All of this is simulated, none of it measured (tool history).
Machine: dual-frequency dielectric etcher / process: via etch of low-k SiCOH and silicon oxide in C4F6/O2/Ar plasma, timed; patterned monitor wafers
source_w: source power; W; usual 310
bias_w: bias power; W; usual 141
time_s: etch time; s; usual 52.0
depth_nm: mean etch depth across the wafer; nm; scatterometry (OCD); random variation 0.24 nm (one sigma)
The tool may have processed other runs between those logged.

run,hour,source_w,bias_w,time_s,wafers since the last listed run,hours since the last wet clean,hours since the last source power generator calibration,hours since the last bias power generator calibration,hours since the last upper electrode change,hours since the gauge calibration,"read-back reference wafer on the same gauge, depth_nm",depth_nm
1,0.0,340,141,52.0,0,474.7,3445.4,3858.6,2940.6,2545.1,108.9,110.9
# hour 29.1: wet clean of the chamber
2,89.6,340,141,52.0,822,60.5,3535.0,3948.2,3030.2,2634.7,109.0,111.5
3,142.3,310,141,45.0,660,113.2,3587.7,4000.9,3082.9,2687.4,109.0,91.7
4,250.3,310,141,52.0,1353,221.2,3695.7,4108.9,3190.9,2795.4,109.0,105.5
5,344.7,310,141,52.0,1183,315.6,3790.1,4203.3,3285.3,2889.8,109.0,105.1
# hour 420.4: gauge calibrated
6,441.1,310,141,52.0,1208,412.0,3886.5,4299.7,3381.7,20.7,109.0,105.7
7,494.5,370,141,52.0,669,465.4,3939.9,4353.1,3435.1,74.1,109.0,115.5
# hour 526.2: wet clean of the chamber
8,595.9,370,141,52.0,970,69.7,4041.3,4454.5,3536.5,175.5,109.0,115.8
# hour 628.7: bias power generator calibrated
9,670.3,370,141,52.0,882,144.1,4115.7,41.6,3610.9,249.9,109.0,115.5
# hour 717.6: upper electrode replaced
10,762.8,310,141,52.0,858,236.6,4208.2,134.1,45.2,342.4,109.0,105.3
11,818.0,310,141,52.0,691,291.8,4263.4,189.3,100.4,397.6,109.0,105.4
12,869.9,310,141,52.0,650,343.7,4315.3,241.2,152.3,449.5,108.9,105.6
# hour 913.0: source power generator calibrated
13,929.4,260,117,52.0,695,403.2,16.4,300.7,211.8,509.0,109.0,90.8
14,1019.3,270,156,64.0,1126,493.1,106.3,390.6,301.7,598.9,109.0,123.8
# hour 1074.5: wet clean of the chamber
15,1075.0,350,141,52.0,397,0.5,162.0,446.3,357.4,654.6,109.0,112.6
16,1151.6,310,141,52.0,960,77.1,238.6,522.9,434.0,731.2,109.0,105.6
17,1188.2,280,141,45.5,458,113.7,275.2,559.5,470.6,767.8,109.1,86.9
18,1265.3,310,173,57.0,966,190.8,352.3,636.6,547.7,844.9,109.0,122.8
19,1314.1,310,141,38.5,611,239.6,401.1,685.4,596.5,893.7,109.0,78.4
20,1404.6,340,127,59.0,1134,330.1,491.6,775.9,687.0,984.2,109.0,122.0
21,1505.1,310,109,61.5,1259,430.6,592.1,876.4,787.5,1084.7,109.0,116.0
# hour 1570.7: wet clean of the chamber
22,1606.2,310,141,59.5,966,35.5,693.2,977.5,888.6,1185.8,109.0,120.9
23,1648.0,310,130,52.0,523,77.3,735.0,1019.3,930.4,1227.6,109.0,102.9
24,1727.4,310,131,52.0,995,156.7,814.4,1098.7,1009.8,1307.0,109.0,103.4
25,1820.4,310,141,52.0,1165,249.7,907.4,1191.7,1102.8,1400.0,109.0,105.1
26,1909.5,370,113,52.0,1116,338.8,996.5,1280.8,1191.9,1489.1,109.0,109.4
27,1965.3,330,141,57.0,699,394.6,1052.3,1336.6,1247.7,1544.9,109.0,119.1
28,2001.6,250,130,63.5,454,430.9,1088.6,1372.9,1284.0,1581.2,109.0,110.8
# hour 2073.8: wet clean of the chamber
29,2074.3,310,151,41.0,610,0.5,1161.3,1445.6,1356.7,1653.9,109.0,84.6
30,2148.4,310,141,52.0,928,74.6,1235.4,1519.7,1430.8,1728.0,109.0,105.6

3 ways to go on from here, each from the tool as it stands after run 30. What would each give?
A,2148.8,310,141,67.5,5,75.0,1235.8,1520.1,1431.2,1728.4,?,?
B,2148.8,250,159,61.0,5,75.0,1235.8,1520.1,1431.2,1728.4,?,?
C,2148.8,350,158,37.5,5,75.0,1235.8,1520.1,1431.2,1728.4,?,?

run,"read-back reference wafer on the same gauge, depth_nm",depth_nm
A,109.0,137.1
B,109.0,113.2
C,109.0,84.0
Had the tool no hidden state, the same runs would have come out as:
run,depth_nm
A,137.1
B,113.2
C,84.0

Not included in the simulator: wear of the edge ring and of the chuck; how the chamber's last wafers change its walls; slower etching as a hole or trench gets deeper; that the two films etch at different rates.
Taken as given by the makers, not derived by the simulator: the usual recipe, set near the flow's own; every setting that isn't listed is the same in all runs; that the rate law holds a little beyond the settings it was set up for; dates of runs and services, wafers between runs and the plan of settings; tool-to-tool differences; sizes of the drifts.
